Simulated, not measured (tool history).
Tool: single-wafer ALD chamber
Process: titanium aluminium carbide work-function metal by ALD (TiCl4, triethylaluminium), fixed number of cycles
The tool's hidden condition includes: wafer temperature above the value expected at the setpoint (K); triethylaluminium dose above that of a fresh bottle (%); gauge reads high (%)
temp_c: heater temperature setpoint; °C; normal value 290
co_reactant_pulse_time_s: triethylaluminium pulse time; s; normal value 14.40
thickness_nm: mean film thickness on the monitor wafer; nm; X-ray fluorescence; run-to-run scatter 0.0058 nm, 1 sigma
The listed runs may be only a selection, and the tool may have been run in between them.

run	hour	temp_c	co_reactant_pulse_time_s	wafers since the last listed run	hours since the last thermocouple change	hours since the last triethylaluminium bottle change	hours since the showerhead was replaced	hours since the gauge calibration	read-back reference wafer on the same gauge, thickness_nm	thickness_nm
1	0.0	290	10.47	0	174.8	325.9	7155.3	1201.8	2.288	2.138
2	39.5	290	10.47	320	214.3	365.4	7194.8	1241.3	2.286	2.123
3	94.8	290	15.67	448	269.6	420.7	7250.1	1296.6	2.285	2.177
# hour 130.7: gauge calibrated
4	138.5	290	14.40	354	313.3	464.4	7293.8	7.8	2.229	2.123
5	216.7	290	14.40	634	391.5	542.6	7372.0	86.0	2.242	2.132
6	304.3	290	14.40	711	479.1	630.2	7459.6	173.6	2.251	2.142
7	394.9	290	14.40	735	569.7	720.8	7550.2	264.2	2.261	2.149
8	494.4	290	14.40	807	669.2	820.3	7649.7	363.7	2.267	2.161
# hour 530.7: triethylaluminium bottle replaced
9	601.8	290	14.40	806	776.6	71.1	7757.1	471.1	2.275	2.169
10	653.3	290	14.40	418	828.1	122.6	7808.6	522.6	2.275	2.176
11	723.4	290	10.00	568	898.2	192.7	7878.7	592.7	2.279	2.118
12	790.3	282	14.40	543	965.1	259.6	7945.6	659.6	2.281	2.102
13	917.5	279	12.90	1032	1092.3	386.8	8072.8	786.8	2.285	2.079
14	955.2	290	14.40	305	1130.0	424.5	8110.5	824.5	2.286	2.179
# hour 1035.0: showerhead replaced
15	1035.5	279	17.47	586	1210.3	504.8	0.5	904.8	2.285	2.089
16	1093.5	290	11.67	470	1268.3	562.8	58.5	962.8	2.287	2.161
17	1164.7	285	16.42	577	1339.5	634.0	129.7	1034.0	2.291	2.146
18	1233.3	290	12.56	556	1408.1	702.6	198.3	1102.6	2.289	2.170
# hour 1288.9: gauge calibrated
19	1315.0	290	14.40	663	1489.8	784.3	280.0	26.1	2.235	2.133
# hour 1343.3: thermocouple changed; heater temperature recalibrated
20	1373.9	277	10.22	413	30.6	843.2	338.9	85.0	2.245	1.986
21	1418.7	302	16.91	363	75.4	888.0	383.7	129.8	2.248	2.261
# hour 1474.8: triethylaluminium bottle replaced
22	1490.3	303	16.94	516	147.0	15.5	455.3	201.4	2.258	2.268
23	1573.5	276	14.40	675	230.2	98.7	538.5	284.6	2.268	2.044
24	1634.7	290	14.40	496	291.4	159.9	599.7	345.8	2.269	2.170
25	1737.0	276	14.40	830	393.7	262.2	702.0	448.1	2.274	2.051

For each run, what was the tool's unlogged condition?
wafer temperature above the value expected at the setpoint (K): 0, the same for each run
triethylaluminium dose above that of a fresh bottle (%): 0, the same for each run
H1: gauge reads high (%)
run	H1
1	2.5
2	2.51
3	2.53
4	-0.00411
5	0.505
6	0.971
7	1.36
8	1.69
9	1.97
10	2.08
11	2.21
12	2.31
13	2.47
14	2.51
15	2.58
16	2.62
17	2.66
18	2.7
19	0.279
20	0.655
21	0.906
22	1.25
23	1.59
24	1.79
25	2.07
